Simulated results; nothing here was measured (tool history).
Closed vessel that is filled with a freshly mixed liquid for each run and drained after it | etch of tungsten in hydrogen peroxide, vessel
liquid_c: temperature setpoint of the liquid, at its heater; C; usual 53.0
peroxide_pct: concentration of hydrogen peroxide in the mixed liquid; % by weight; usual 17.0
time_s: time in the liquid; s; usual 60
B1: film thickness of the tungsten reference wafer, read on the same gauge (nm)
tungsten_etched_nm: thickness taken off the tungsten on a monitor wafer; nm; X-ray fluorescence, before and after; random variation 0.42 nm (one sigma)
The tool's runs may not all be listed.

run 1 day=0.000 | liquid_c=53.0 peroxide_pct=18.0 time_s=60 | B1=61.78 | tungsten_etched_nm=145.98
run 2 day=3.546 | liquid_c=53.0 peroxide_pct=17.0 time_s=55 | B1=61.94 | tungsten_etched_nm=128.99
run 3 day=6.458 | liquid_c=53.0 peroxide_pct=17.0 time_s=55 | B1=62.06 | tungsten_etched_nm=129.96
run 4 day=8.121 | liquid_c=53.0 peroxide_pct=17.0 time_s=55 | B1=62.14 | tungsten_etched_nm=129.77
-- day=8.167 new drum of peroxide connected
-- day=8.925 gauge calibrated
run 5 day=10.025 | liquid_c=53.0 peroxide_pct=17.0 time_s=60 | B1=60.13 | tungsten_etched_nm=137.95
run 6 day=14.438 | liquid_c=53.0 peroxide_pct=17.0 time_s=60 | B1=60.25 | tungsten_etched_nm=137.27
run 7 day=17.200 | liquid_c=53.0 peroxide_pct=17.0 time_s=60 | B1=60.37 | tungsten_etched_nm=137.57
run 8 day=21.512 | liquid_c=58.0 peroxide_pct=17.0 time_s=60 | B1=60.53 | tungsten_etched_nm=186.16
run 9 day=24.379 | liquid_c=58.0 peroxide_pct=17.0 time_s=60 | B1=60.68 | tungsten_etched_nm=185.88
run 10 day=27.317 | liquid_c=58.0 peroxide_pct=17.0 time_s=60 | B1=60.79 | tungsten_etched_nm=186.09
-- day=30.867 peroxide flow meter replaced
run 11 day=31.262 | liquid_c=53.0 peroxide_pct=17.0 time_s=60 | B1=60.93 | tungsten_etched_nm=138.55
-- day=33.954 new drum of peroxide connected
run 12 day=35.167 | liquid_c=53.0 peroxide_pct=17.0 time_s=60 | B1=61.10 | tungsten_etched_nm=139.45
run 13 day=37.117 | liquid_c=53.0 peroxide_pct=17.0 time_s=60 | B1=61.21 | tungsten_etched_nm=139.36
run 14 day=38.942 | liquid_c=53.0 peroxide_pct=21.0 time_s=60 | B1=61.28 | tungsten_etched_nm=156.09
run 15 day=42.217 | liquid_c=58.0 peroxide_pct=17.0 time_s=60 | B1=61.43 | tungsten_etched_nm=187.85
run 16 day=46.246 | liquid_c=43.5 peroxide_pct=17.0 time_s=60 | B1=61.57 | tungsten_etched_nm=77.64
-- day=46.717 thermometer replaced
-- day=53.342 gauge calibrated
run 17 day=58.258 | liquid_c=55.5 peroxide_pct=19.5 time_s=40 | B1=59.94 | tungsten_etched_nm=113.01
-- day=60.362 new drum of peroxide connected
run 18 day=61.512 | liquid_c=48.5 peroxide_pct=17.0 time_s=45 | B1=60.10 | tungsten_etched_nm=78.25
run 19 day=64.821 | liquid_c=45.5 peroxide_pct=17.0 time_s=45 | B1=60.18 | tungsten_etched_nm=64.64
run 20 day=69.950 | liquid_c=53.0 peroxide_pct=17.0 time_s=60 | B1=60.44 | tungsten_etched_nm=137.65
run 21 day=73.196 | liquid_c=56.5 peroxide_pct=17.0 time_s=90 | B1=60.53 | tungsten_etched_nm=255.30
run 22 day=75.633 | liquid_c=53.0 peroxide_pct=18.5 time_s=75 | B1=60.61 | tungsten_etched_nm=180.50
run 23 day=79.542 | liquid_c=59.5 peroxide_pct=17.0 time_s=80 | B1=60.83 | tungsten_etched_nm=272.57
run 24 day=82.967 | liquid_c=58.0 peroxide_pct=17.0 time_s=60 | B1=60.97 | tungsten_etched_nm=186.40
-- day=84.225 new drum of peroxide connected
run 25 day=85.138 | liquid_c=53.0 peroxide_pct=17.0 time_s=60 | B1=61.03 | tungsten_etched_nm=139.04
run 26 day=87.862 | liquid_c=62.0 peroxide_pct=17.0 time_s=90 | B1=61.14 | tungsten_etched_nm=353.43

3 ways to go on from here, each from the tool as it stands after run 26. What would each give?
run A day=87.892 | liquid_c=53.0 peroxide_pct=17.0 time_s=40 | B1=? | tungsten_etched_nm=?
run B day=87.892 | liquid_c=53.0 peroxide_pct=17.0 time_s=80 | B1=? | tungsten_etched_nm=?
run C day=87.892 | liquid_c=58.5 peroxide_pct=17.0 time_s=50 | B1=? | tungsten_etched_nm=?

run=A B1=61.17 tungsten_etched_nm=92.96
run=B B1=61.17 tungsten_etched_nm=185.92
run=C B1=61.17 tungsten_etched_nm=160.75
Without the tool's hidden state the same runs would have given:
run=A tungsten_etched_nm=91.22
run=B tungsten_etched_nm=182.44
run=C tungsten_etched_nm=157.74
